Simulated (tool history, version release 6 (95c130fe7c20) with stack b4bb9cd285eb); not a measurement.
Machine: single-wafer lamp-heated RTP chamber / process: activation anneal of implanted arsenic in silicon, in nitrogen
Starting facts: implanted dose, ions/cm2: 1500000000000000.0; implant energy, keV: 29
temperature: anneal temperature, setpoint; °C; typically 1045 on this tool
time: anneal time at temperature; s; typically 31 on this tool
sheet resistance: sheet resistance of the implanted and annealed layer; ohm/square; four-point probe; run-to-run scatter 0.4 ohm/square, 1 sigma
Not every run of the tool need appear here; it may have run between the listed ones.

run   hour  temperature  time  wafers since the last listed run  wafers since the last pyrometer calibration  wafers since the reflector plate was cleaned  hours since the gauge calibration  read-back reference wafer on the same gauge, sheet resistance  sheet resistance
  1    0.0         1045    31                                 0                                         2619                                         13092                              132.7                                                          89.06             87.16
  2   19.4         1045    31                               361                                         2980                                         13453                              152.1                                                          89.11             87.89
  3   31.1         1045    31                               217                                         3198                                         13671                              163.8                                                          89.10             87.01
  4   43.3         1045    39                               227                                         3425                                         13898                              176.0                                                          89.12             84.10
  5   56.2         1045    39                               240                                         3665                                         14138                              188.9                                                          89.06             84.15
      68.2  -- pyrometer window cleaned and pyrometer calibrated
  6   71.1         1045    39                               128                                           53                                         14266                              203.8                                                          88.95             86.80
  7   77.4         1045    23                               117                                          170                                         14384                              210.1                                                          89.06             91.86
  8   87.3         1030    15                               184                                          354                                         14568                              220.0                                                          88.90            100.04
  9  104.5         1068    31                               320                                          675                                         14888                              237.2                                                          88.94             83.43
     119.2  -- gauge calibrated
     142.6  -- reflector plate cleaned
 10  146.0         1023    40                               623                                         1298                                            62                               26.8                                                          88.95             91.72
 11  157.7         1065    31                               217                                         1516                                           280                               38.5                                                          88.90             84.36
 12  168.3         1053    47                               197                                         1714                                           477                               49.1                                                          89.07             82.83
 13  178.5         1045    31                               189                                         1904                                           667                               59.3                                                          89.01             87.34
 14  194.2         1065    31                               292                                         2196                                           960                               75.0                                                          88.77             83.92

Exercise: give the hidden state of the tool at every run:
wafer temperature error from the tarnished reflector plate, K: 0 in every run
gauge reads high (%): 0 in every run
H1: true wafer temperature minus pyrometer reading, K
run     H1
  1   9.33
  2   10.3
  3     11
  4   11.6
  5   12.3
  6  0.391
  7  0.722
  8   1.24
  9   2.14
 10   4.32
 11   4.93
 12   5.49
 13   6.02
 14   6.85
